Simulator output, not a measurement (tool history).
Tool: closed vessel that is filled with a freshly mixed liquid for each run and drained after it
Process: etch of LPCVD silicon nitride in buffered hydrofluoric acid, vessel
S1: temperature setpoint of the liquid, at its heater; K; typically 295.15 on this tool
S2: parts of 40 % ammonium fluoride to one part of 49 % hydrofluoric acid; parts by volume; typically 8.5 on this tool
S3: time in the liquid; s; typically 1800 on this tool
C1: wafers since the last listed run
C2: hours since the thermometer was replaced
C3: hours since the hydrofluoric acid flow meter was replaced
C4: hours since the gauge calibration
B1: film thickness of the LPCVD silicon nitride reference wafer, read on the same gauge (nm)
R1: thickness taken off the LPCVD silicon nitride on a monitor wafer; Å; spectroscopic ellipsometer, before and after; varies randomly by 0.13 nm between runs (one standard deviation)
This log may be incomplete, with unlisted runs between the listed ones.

| run | hour | S1 | S2 | S3 | C1 | C2 | C3 | C4 | B1 | R1 |
|---|---|---|---|---|---|---|---|---|---|---|
| 1 | 0.0 | 294.15 | 7.5 | 1800 | 0 | 536.3 | 762.9 | 314.9 | 89.99 | 295.6 |
| 2 | 19.5 | 294.15 | 7.5 | 1800 | 872 | 555.8 | 782.4 | 334.4 | 89.99 | 295.9 |
| 3 | 53.5 | 295.15 | 8.5 | 1800 | 1521 | 589.8 | 816.4 | 368.4 | 90.04 | 272.7 |
| 4 | 74.8 | 295.15 | 8.5 | 1800 | 953 | 611.1 | 837.7 | 389.7 | 90.01 | 273.7 |
| 5 | 106.9 | 295.15 | 8.5 | 1800 | 1436 | 643.2 | 869.8 | 421.8 | 89.98 | 274.8 |
| 6 | 142.3 | 293.65 | 8.5 | 2075 | 1584 | 678.6 | 905.2 | 457.2 | 90.01 | 291.7 |
| 7 | 168.5 | 295.15 | 8.5 | 1800 | 1172 | 704.8 | 931.4 | 483.4 | 89.99 | 274.4 |
| 8 | 199.3 | 295.15 | 8.5 | 1800 | 1378 | 735.6 | 962.2 | 514.2 | 89.99 | 274.1 |
| 9 | 229.1 | 295.15 | 8.5 | 1800 | 1333 | 765.4 | 992.0 | 544.0 | 90.01 | 276.8 |
| 10 | 260.8 | 295.15 | 10.0 | 1800 | 1419 | 797.1 | 1023.7 | 575.7 | 90.02 | 237.5 |
| 11 | 276.4 | 295.15 | 8.5 | 1800 | 698 | 812.7 | 1039.3 | 591.3 | 89.98 | 277.8 |
| 12 | 308.7 | 295.15 | 8.5 | 1800 | 1445 | 845.0 | 1071.6 | 623.6 | 90.00 | 278.7 |
| 13 | 328.3 | 295.15 | 8.5 | 1800 | 877 | 864.6 | 1091.2 | 643.2 | 90.02 | 278.3 |
| 14 | 351.1 | 295.15 | 8.5 | 1800 | 1020 | 887.4 | 1114.0 | 666.0 | 90.01 | 277.9 |
| 15 | 367.0 | 295.15 | 8.5 | 1800 | 711 | 903.3 | 1129.9 | 681.9 | 90.00 | 278.4 |
|  | 370.3 | gauge calibrated |
| 16 | 401.1 | 298.65 | 11.0 | 1480 | 1526 | 937.4 | 1164.0 | 30.8 | 90.02 | 221.0 |
| 17 | 427.0 | 295.15 | 8.5 | 1800 | 1159 | 963.3 | 1189.9 | 56.7 | 90.00 | 275.0 |
| 18 | 442.9 | 295.15 | 8.5 | 1800 | 711 | 979.2 | 1205.8 | 72.6 | 90.01 | 277.8 |
|  | 446.0 | thermometer replaced |
| 19 | 455.9 | 295.15 | 8.5 | 1385 | 537 | 9.9 | 1218.8 | 85.6 | 90.04 | 214.9 |
| 20 | 481.5 | 293.65 | 8.5 | 720 | 1145 | 35.5 | 1244.4 | 111.2 | 90.05 | 103.0 |
| 21 | 512.7 | 293.15 | 8.5 | 2815 | 1396 | 66.7 | 1275.6 | 142.4 | 90.03 | 388.5 |
| 22 | 548.4 | 295.15 | 8.5 | 1800 | 1598 | 102.4 | 1311.3 | 178.1 | 90.01 | 279.2 |
| 23 | 564.3 | 295.15 | 7.0 | 2665 | 711 | 118.3 | 1327.2 | 194.0 | 89.97 | 510.0 |
| 24 | 577.3 | 295.15 | 8.5 | 1150 | 581 | 131.3 | 1340.2 | 207.0 | 89.99 | 180.4 |
| 25 | 597.0 | 295.15 | 8.5 | 1800 | 881 | 151.0 | 1359.9 | 226.7 | 89.95 | 278.9 |
|  | 601.1 | hydrofluoric acid flow meter replaced |
| 26 | 620.8 | 295.15 | 8.5 | 1800 | 1020 | 174.8 | 19.7 | 250.5 | 89.98 | 265.8 |
| 27 | 647.1 | 295.15 | 8.5 | 1150 | 1177 | 201.1 | 46.0 | 276.8 | 90.00 | 170.7 |
| 28 | 681.9 | 299.15 | 6.0 | 1800 | 1557 | 235.9 | 80.8 | 311.6 | 90.02 | 465.6 |
| 29 | 713.6 | 297.65 | 10.5 | 1435 | 1419 | 267.6 | 112.5 | 343.3 | 90.03 | 204.7 |
| 30 | 743.9 | 299.65 | 7.0 | 2335 | 1356 | 297.9 | 142.8 | 373.6 | 90.02 | 547.2 |
| 31 | 767.8 | 295.15 | 8.5 | 1470 | 1069 | 321.8 | 166.7 | 397.5 | 90.01 | 218.6 |
| 32 | 798.3 | 298.65 | 6.5 | 2370 | 1365 | 352.3 | 197.2 | 428.0 | 89.98 | 554.5 |

Difference, measured minus no-hidden-state, one row per run. Run-to-run variation is common to both terms; the gauge's own scatter need not be:
The hidden state here: liquid hotter than its thermometer reads (K); hydrofluoric acid flow above the setpoint (%); gauge reads high (%).
| run | R1 |
|---|---|
| 1 | +11.7 |
| 2 | +12.0 |
| 3 | +11.5 |
| 4 | +11.8 |
| 5 | +12.2 |
| 6 | +13.4 |
| 7 | +12.9 |
| 8 | +13.2 |
| 9 | +13.8 |
| 10 | +7.2 |
| 11 | +14.3 |
| 12 | +14.8 |
| 13 | +15.0 |
| 14 | +15.3 |
| 15 | +15.5 |
| 16 | +11.4 |
| 17 | +16.0 |
| 18 | +16.3 |
| 19 | +12.8 |
| 20 | +6.3 |
| 21 | +24.1 |
| 22 | +17.7 |
| 23 | +26.3 |
| 24 | +11.6 |
| 25 | +18.2 |
| 26 | +3.5 |
| 27 | +2.4 |
| 28 | +5.8 |
| 29 | +3.2 |
| 30 | +8.3 |
| 31 | +4.3 |
| 32 | +9.4 |

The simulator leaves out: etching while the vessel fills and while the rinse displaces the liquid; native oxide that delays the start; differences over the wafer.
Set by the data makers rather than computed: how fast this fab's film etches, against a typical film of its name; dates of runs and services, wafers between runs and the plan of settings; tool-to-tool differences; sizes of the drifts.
